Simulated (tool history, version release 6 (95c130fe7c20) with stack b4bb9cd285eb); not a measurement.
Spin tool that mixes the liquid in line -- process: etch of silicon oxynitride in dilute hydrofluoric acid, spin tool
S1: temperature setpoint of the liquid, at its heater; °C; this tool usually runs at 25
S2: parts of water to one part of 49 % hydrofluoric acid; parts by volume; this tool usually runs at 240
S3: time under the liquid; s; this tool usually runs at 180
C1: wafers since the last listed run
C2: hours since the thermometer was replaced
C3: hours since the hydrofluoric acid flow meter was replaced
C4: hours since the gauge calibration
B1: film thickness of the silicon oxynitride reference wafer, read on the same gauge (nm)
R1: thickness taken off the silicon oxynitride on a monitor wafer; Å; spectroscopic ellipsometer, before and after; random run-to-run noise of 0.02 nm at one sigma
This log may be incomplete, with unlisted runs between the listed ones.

Run 1, day 0: usual settings but S1 28.5 °C; C1 0; C2 3055.7; C3 907.2; C4 213.8; B1 29.998. Result: R1 40.71 Å.
Run 2, day 0.704: usual settings; C1 134; C2 3072.6; C3 924.1; C4 230.7; B1 30.015. Result: R1 35.25 Å.
Run 3, day 1.225: usual settings; C1 99; C2 3085.1; C3 936.6; C4 243.2; B1 30.014. Result: R1 35.2 Å.
Run 4, day 1.875: usual settings; C1 123; C2 3100.7; C3 952.2; C4 258.8; B1 30.008. Result: R1 35.21 Å.
Run 5, day 2.162: usual settings; C1 54; C2 3107.6; C3 959.1; C4 265.7; B1 30.006. Result: R1 35.04 Å.
Run 6, day 2.625: usual settings; C1 88; C2 3118.7; C3 970.2; C4 276.8; B1 30.001. Result: R1 34.86 Å.
Run 7, day 3.3: usual settings; C1 128; C2 3134.9; C3 986.4; C4 293; B1 29.981. Result: R1 35.45 Å.
At day 3.525: gauge calibrated.
Run 8, day 3.992: usual settings but S3 105 s; C1 131; C2 3151.5; C3 1003; C4 11.2; B1 29.987. Result: R1 20.62 Å.
Run 9, day 4.462: usual settings but S1 22 °C; C1 89; C2 3162.8; C3 1014.3; C4 22.5; B1 30.015. Result: R1 30.7 Å.
Run 10, day 5.133: usual settings but S1 27.5 °C, S2 200 parts by volume, S3 105 s; C1 127; C2 3178.9; C3 1030.4; C4 38.6; B1 29.993. Result: R1 28.25 Å.
At day 5.25: hydrofluoric acid flow meter replaced.
Run 11, day 5.471: usual settings but S1 20.5 °C, S2 305 parts by volume, S3 90 s; C1 56; C2 3187; C3 5.3; C4 46.7; B1 30.018. Result: R1 9.79 Å.
Run 12, day 5.996: usual settings; C1 99; C2 3199.6; C3 17.9; C4 59.3; B1 29.997. Result: R1 31.4 Å.
At day 8.092: thermometer replaced.
Run 13, day 8.188: usual settings but S1 27.5 °C, S2 285 parts by volume, S3 255 s; C1 409; C2 2.3; C3 70.5; C4 111.9; B1 30.004. Result: R1 40.96 Å.
Run 14, day 8.912: usual settings; C1 138; C2 19.7; C3 87.9; C4 129.3; B1 29.979. Result: R1 32.21 Å.
Run 15, day 9.167: usual settings but S1 20 °C, S3 285 s; C1 48; C2 25.8; C3 94; C4 135.4; B1 29.992. Result: R1 40.45 Å.
Run 16, day 10.475: usual settings but S1 23.5 °C, S2 300 parts by volume, S3 225 s; C1 249; C2 57.2; C3 125.4; C4 166.8; B1 30.012. Result: R1 28.86 Å.
Run 17, day 11.096: usual settings but S1 27 °C; C1 118; C2 72.1; C3 140.3; C4 181.7; B1 30.001. Result: R1 35.14 Å.
Run 18, day 11.521: usual settings but S1 29.5 °C, S3 275 s; C1 80; C2 82.3; C3 150.5; C4 191.9; B1 29.991. Result: R1 59.54 Å.

Branching from run 18: 5 alternative next runs. What would each branch give?
Run A, day 11.542: usual settings but S3 140 s; C1 3; C2 82.8; C3 151; C4 192.4; B1 ?. Result: R1 ?.
Run B, day 11.542: usual settings but S2 190 parts by volume; C1 3; C2 82.8; C3 151; C4 192.4; B1 ?. Result: R1 ?.
Run C, day 11.542: usual settings but S1 29.5 °C, S3 110 s; C1 3; C2 82.8; C3 151; C4 192.4; B1 ?. Result: R1 ?.
Run D, day 11.542: usual settings but S1 21.5 °C; C1 3; C2 82.8; C3 151; C4 192.4; B1 ?. Result: R1 ?.
Run E, day 11.542: usual settings but S1 26.5 °C; C1 3; C2 82.8; C3 151; C4 192.4; B1 ?. Result: R1 ?.

run  B1     R1
  A  30  24.83
  B  30  41.86
  C  30  23.59
  D  30  27.35
  E  30  34.05
Without the tool's unlogged condition, the same runs would have read:
run     R1
  A  24.29
  B  40.98
  C  23.07
  D  26.77
  E   33.3
